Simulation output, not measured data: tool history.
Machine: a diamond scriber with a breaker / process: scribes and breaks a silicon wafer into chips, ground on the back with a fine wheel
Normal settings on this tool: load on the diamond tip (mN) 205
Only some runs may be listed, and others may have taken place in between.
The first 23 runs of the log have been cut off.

run	day	load on the diamond tip (mN)	wafers since the last listed run	hours since the diamond tip was replaced	hours since the load on the tip was calibrated	incoming depth of the damage left on the back of the incoming wafer, um	depth of the median crack under the scribed line (nm)	chips rejected at inspection after the break (%)
24	57.675	185	161	130.5	706.8	2.56	12430	1.92
25	59.588	178	127	176.4	752.7	1.62	12130	1.82
26	62.375	146	185	243.3	819.6	1.87	10320	6.93
27	65.038	205	177	307.2	883.5	2.03	13050	0.79
# day 65.429: load on the tip recalibrated
28	67.267	159	142	360.7	44.1	2.79	11000	5.29
29	75.067	205	519	547.9	231.3	1.98	12910	0.78
30	76.367	244	86	579.1	262.5	2.11	14630	1.88
31	78.712	205	156	635.4	318.8	2.75	12940	1.29
32	80.538	260	121	679.2	362.6	2.36	15120	3.14
33	83.192	254	176	742.9	426.3	2.57	14980	2.25
34	85.383	174	145	795.5	478.9	2.98	11530	4.05

Each row is a separate what-if for the run after 34, all from the same tool condition, not one after another. Results?
A	85.408	152	1	796.1	479.5	2.41	?	?
B	85.408	164	1	796.1	479.5	2.41	?	?
C	85.408	237	1	796.1	479.5	2.41	?	?

run	depth of the median crack under the scribed line (nm)	chips rejected at inspection after the break (%)
A	10500	6.94
B	11060	4.66
C	14200	1.34
The same runs, with their run-to-run variation unchanged, on a tool lacking any hidden condition would have given:
run	depth of the median crack under the scribed line (nm)	chips rejected at inspection after the break (%)
A	10820	5.54
B	11400	3.56
C	14640	1.84
